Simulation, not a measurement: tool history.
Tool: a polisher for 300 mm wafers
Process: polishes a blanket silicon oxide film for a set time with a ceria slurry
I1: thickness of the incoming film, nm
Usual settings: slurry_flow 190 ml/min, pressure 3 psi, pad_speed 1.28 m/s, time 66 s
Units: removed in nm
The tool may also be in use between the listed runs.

{"run": 1, "hour": 0.0, "slurry_flow": 190, "pressure": 3, "pad_speed": 1.52, "time": 66, "I1": 1570.9, "removed": 446.2}
{"hour": 8.5, "done": "slurry nozzle cleaned"}
{"run": 2, "hour": 30.3, "slurry_flow": 190, "pressure": 3, "pad_speed": 1.52, "time": 66, "I1": 1536.3, "removed": 439.2}
{"run": 3, "hour": 45.4, "slurry_flow": 190, "pressure": 3, "pad_speed": 1.52, "time": 66, "I1": 1555.8, "removed": 438.9}
{"run": 4, "hour": 80.0, "slurry_flow": 215, "pressure": 3, "pad_speed": 1.28, "time": 66, "I1": 1560.8, "removed": 375.1}
{"run": 5, "hour": 100.7, "slurry_flow": 215, "pressure": 3, "pad_speed": 1.28, "time": 66, "I1": 1585.4, "removed": 380.8}
{"hour": 104.7, "done": "worn pad replaced by a new one"}
{"run": 6, "hour": 134.6, "slurry_flow": 190, "pressure": 2.5, "pad_speed": 1.28, "time": 66, "I1": 1544.2, "removed": 321.7}
{"run": 7, "hour": 147.4, "slurry_flow": 190, "pressure": 2.5, "pad_speed": 1.28, "time": 66, "I1": 1585.3, "removed": 314.7}
{"run": 8, "hour": 178.4, "slurry_flow": 190, "pressure": 2.5, "pad_speed": 1.48, "time": 66, "I1": 1586.1, "removed": 363.9}
{"hour": 259.8, "done": "worn pad replaced by a new one"}
{"run": 9, "hour": 282.0, "slurry_flow": 190, "pressure": 3, "pad_speed": 1.28, "time": 66, "I1": 1575.7, "removed": 372.2}
{"hour": 299.6, "done": "slurry nozzle cleaned"}
{"run": 10, "hour": 315.3, "slurry_flow": 190, "pressure": 3, "pad_speed": 1.28, "time": 66, "I1": 1572.5, "removed": 363}
{"hour": 325.1, "done": "head pressure recalibrated"}
{"run": 11, "hour": 348.3, "slurry_flow": 190, "pressure": 3.6, "pad_speed": 1.08, "time": 66, "I1": 1573.5, "removed": 423.4}
{"run": 12, "hour": 383.6, "slurry_flow": 140, "pressure": 3, "pad_speed": 1.16, "time": 66, "I1": 1587.1, "removed": 352.5}
{"hour": 403.6, "done": "worn pad replaced by a new one"}
{"run": 13, "hour": 454.2, "slurry_flow": 190, "pressure": 3, "pad_speed": 1.28, "time": 66, "I1": 1584.8, "removed": 401}
{"run": 14, "hour": 466.4, "slurry_flow": 225, "pressure": 3, "pad_speed": 1.52, "time": 66, "I1": 1543.3, "removed": 503}
{"run": 15, "hour": 496.9, "slurry_flow": 190, "pressure": 3, "pad_speed": 1, "time": 88, "I1": 1549.5, "removed": 413.1}
{"hour": 522.3, "done": "worn pad replaced by a new one"}
{"run": 16, "hour": 573.5, "slurry_flow": 240, "pressure": 3.7, "pad_speed": 1.28, "time": 46, "I1": 1554.9, "removed": 348.5}
{"run": 17, "hour": 588.5, "slurry_flow": 190, "pressure": 3, "pad_speed": 1.56, "time": 66, "I1": 1566.6, "removed": 481.6}
{"run": 18, "hour": 618.2, "slurry_flow": 190, "pressure": 3, "pad_speed": 1.28, "time": 66, "I1": 1568.9, "removed": 402.4}
{"hour": 639.1, "done": "worn pad replaced by a new one"}
{"run": 19, "hour": 652.2, "slurry_flow": 190, "pressure": 3, "pad_speed": 1.28, "time": 66, "I1": 1588.8, "removed": 406.1}
{"hour": 674.9, "done": "slurry nozzle cleaned"}
{"run": 20, "hour": 675.2, "slurry_flow": 130, "pressure": 4, "pad_speed": 1.28, "time": 66, "I1": 1584.2, "removed": 495.2}

5 ways to go on from here, each from the tool as it stands after run 20. What would each give?
{"run": "A", "hour": 675.6, "slurry_flow": 190, "pressure": 3, "pad_speed": 1.28, "time": 73, "I1": 1546.2, "removed": "?"}
{"run": "B", "hour": 675.6, "slurry_flow": 245, "pressure": 4, "pad_speed": 1.28, "time": 50, "I1": 1546.2, "removed": "?"}
{"run": "C", "hour": 675.6, "slurry_flow": 155, "pressure": 2.2, "pad_speed": 1.42, "time": 53, "I1": 1546.2, "removed": "?"}
{"run": "D", "hour": 675.6, "slurry_flow": 190, "pressure": 2.2, "pad_speed": 1.4, "time": 66, "I1": 1546.2, "removed": "?"}
{"run": "E", "hour": 675.6, "slurry_flow": 140, "pressure": 2.4, "pad_speed": 1.12, "time": 66, "I1": 1546.2, "removed": "?"}

run=A removed=446.9
run=B removed=407.9
run=C removed=266.5
run=D removed=335.5
run=E removed=281.3
Without the tool's hidden state the same runs would have given:
run=A removed=454
run=B removed=414.4
run=C removed=270.7
run=D removed=340.8
run=E removed=285.8

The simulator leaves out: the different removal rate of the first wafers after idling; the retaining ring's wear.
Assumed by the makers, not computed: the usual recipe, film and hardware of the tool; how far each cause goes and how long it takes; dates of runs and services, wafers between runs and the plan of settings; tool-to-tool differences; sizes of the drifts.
